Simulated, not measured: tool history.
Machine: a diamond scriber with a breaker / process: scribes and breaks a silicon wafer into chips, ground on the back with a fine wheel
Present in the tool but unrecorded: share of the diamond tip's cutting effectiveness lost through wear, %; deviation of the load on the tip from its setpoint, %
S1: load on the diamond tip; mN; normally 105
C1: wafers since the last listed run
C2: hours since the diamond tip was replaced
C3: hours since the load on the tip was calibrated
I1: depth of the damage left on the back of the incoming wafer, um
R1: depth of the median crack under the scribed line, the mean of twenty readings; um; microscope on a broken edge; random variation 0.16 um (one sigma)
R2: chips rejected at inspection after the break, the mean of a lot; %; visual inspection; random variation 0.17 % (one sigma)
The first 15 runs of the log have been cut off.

| run | hour | S1 | C1 | C2 | C3 | I1 | R1 | R2 |
|---|---|---|---|---|---|---|---|---|
| 16 | 225.6 | 126 | 19 | 27.1 | 564.3 | 1.96 | 14.72 | 3.28 |
| 17 | 238.8 | 105 | 38 | 40.3 | 577.5 | 2.45 | 12.78 | 3.80 |
| 18 | 250.3 | 85 | 33 | 51.8 | 589.0 | 2.14 | 10.65 | 11.86 |
| 19 | 260.6 | 75 | 30 | 62.1 | 599.3 | 2.74 | 9.45 | 22.32 |
| 20 | 270.5 | 105 | 29 | 72.0 | 609.2 | 2.90 | 12.65 | 4.67 |
| 21 | 279.9 | 114 | 27 | 81.4 | 618.6 | 2.77 | 13.57 | 3.75 |
| 22 | 293.7 | 90 | 40 | 95.2 | 632.4 | 1.72 | 10.95 | 10.06 |
| 23 | 303.5 | 105 | 28 | 105.0 | 642.2 | 2.53 | 12.83 | 4.76 |
| 24 | 319.3 | 136 | 46 | 120.8 | 658.0 | 1.92 | 15.20 | 3.53 |
| 25 | 336.5 | 105 | 50 | 138.0 | 675.2 | 2.86 | 12.30 | 5.99 |
| 26 | 344.6 | 82 | 23 | 146.1 | 683.3 | 2.34 | 10.09 | 18.00 |
| 27 | 361.9 | 79 | 50 | 163.4 | 700.6 | 2.17 | 9.53 | 23.31 |
| 28 | 371.1 | 105 | 26 | 172.6 | 709.8 | 2.80 | 12.23 | 6.55 |
|  | 376.4 | load on the tip recalibrated |
| 29 | 384.0 | 76 | 31 | 185.5 | 7.6 | 1.60 | 10.76 | 10.23 |
| 30 | 396.7 | 132 | 37 | 198.2 | 20.3 | 1.92 | 17.47 | 7.00 |
| 31 | 402.8 | 105 | 17 | 204.3 | 26.4 | 1.92 | 14.06 | 2.64 |
| 32 | 415.5 | 83 | 37 | 217.0 | 39.1 | 2.14 | 11.64 | 7.62 |
| 33 | 425.0 | 94 | 27 | 226.5 | 48.6 | 2.77 | 12.71 | 4.03 |
| 34 | 432.3 | 105 | 21 | 233.8 | 55.9 | 2.44 | 14.19 | 2.73 |
| 35 | 470.6 | 124 | 112 | 272.1 | 94.2 | 1.65 | 16.26 | 5.54 |

Forecast each of these 5 alternatives for the next run:
| A | 471.3 | 128 | 2 | 272.8 | 94.9 | 1.97 | ? | ? |
| B | 471.3 | 74 | 2 | 272.8 | 94.9 | 1.97 | ? | ? |
| C | 471.3 | 113 | 2 | 272.8 | 94.9 | 1.97 | ? | ? |
| D | 471.3 | 84 | 2 | 272.8 | 94.9 | 1.97 | ? | ? |
| E | 471.3 | 91 | 2 | 272.8 | 94.9 | 1.97 | ? | ? |

| run | R1 | R2 |
|---|---|---|
| A | 16.89 | 5.90 |
| B | 10.55 | 12.98 |
| C | 15.27 | 3.02 |
| D | 11.85 | 6.55 |
| E | 12.71 | 4.03 |
With no hidden state in the tool, these same runs would have given:
| run | R1 | R2 |
|---|---|---|
| A | 16.71 | 5.48 |
| B | 10.43 | 13.72 |
| C | 15.10 | 2.86 |
| D | 11.72 | 7.04 |
| E | 12.58 | 4.35 |
